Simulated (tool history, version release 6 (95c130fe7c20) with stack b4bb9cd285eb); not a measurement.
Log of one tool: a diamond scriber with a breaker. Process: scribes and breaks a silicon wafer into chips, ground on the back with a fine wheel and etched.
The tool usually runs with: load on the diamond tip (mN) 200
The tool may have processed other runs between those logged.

run,hour,load on the diamond tip (mN),"incoming depth of the damage left on the back of the incoming wafer, um",depth of the median crack under the scribed line (um),chips rejected at inspection after the break (%)
1,0,186,0.41,10.41,1.32
2,20.6,186,0.41,10.12,1.29
3,51.2,186,0.36,10.29,1.42
4,73.1,166,0.38,9.74,2.14
5,89.3,166,0.35,10.07,2.54
6,114.3,200,0.59,10.35,1.07
7,133.8,200,0.59,10.52,1.21
# hour 142.5: load on the tip recalibrated
# hour 166.8: diamond tip replaced by a new one
8,168,218,0.48,10.93,1.27
9,192.3,251,0.76,11.27,2.83
10,226.5,161,0.4,9.7,3
11,252.2,186,0.68,10.22,1.44
12,267.5,143,0.75,9.55,4.33
13,287.4,200,0.46,10.71,1.13
14,300.4,233,0.33,11.29,1.85
15,314.9,256,0.46,11.85,3.52

Here are 4 independent what-if runs from the current tool condition. What would each one return?
A,315.4,200,0.58,?,?
B,315.4,176,0.58,?,?
C,315.4,257,0.58,?,?
D,315.4,231,0.58,?,?

run,depth of the median crack under the scribed line (um),chips rejected at inspection after the break (%)
A,10.42,1.13
B,9.93,1.68
C,11.56,3.56
D,11.05,1.91
With no hidden state in the tool, these same runs would have given:
run,depth of the median crack under the scribed line (um),chips rejected at inspection after the break (%)
A,10.42,1.13
B,9.93,1.68
C,11.56,3.56
D,11.05,1.91

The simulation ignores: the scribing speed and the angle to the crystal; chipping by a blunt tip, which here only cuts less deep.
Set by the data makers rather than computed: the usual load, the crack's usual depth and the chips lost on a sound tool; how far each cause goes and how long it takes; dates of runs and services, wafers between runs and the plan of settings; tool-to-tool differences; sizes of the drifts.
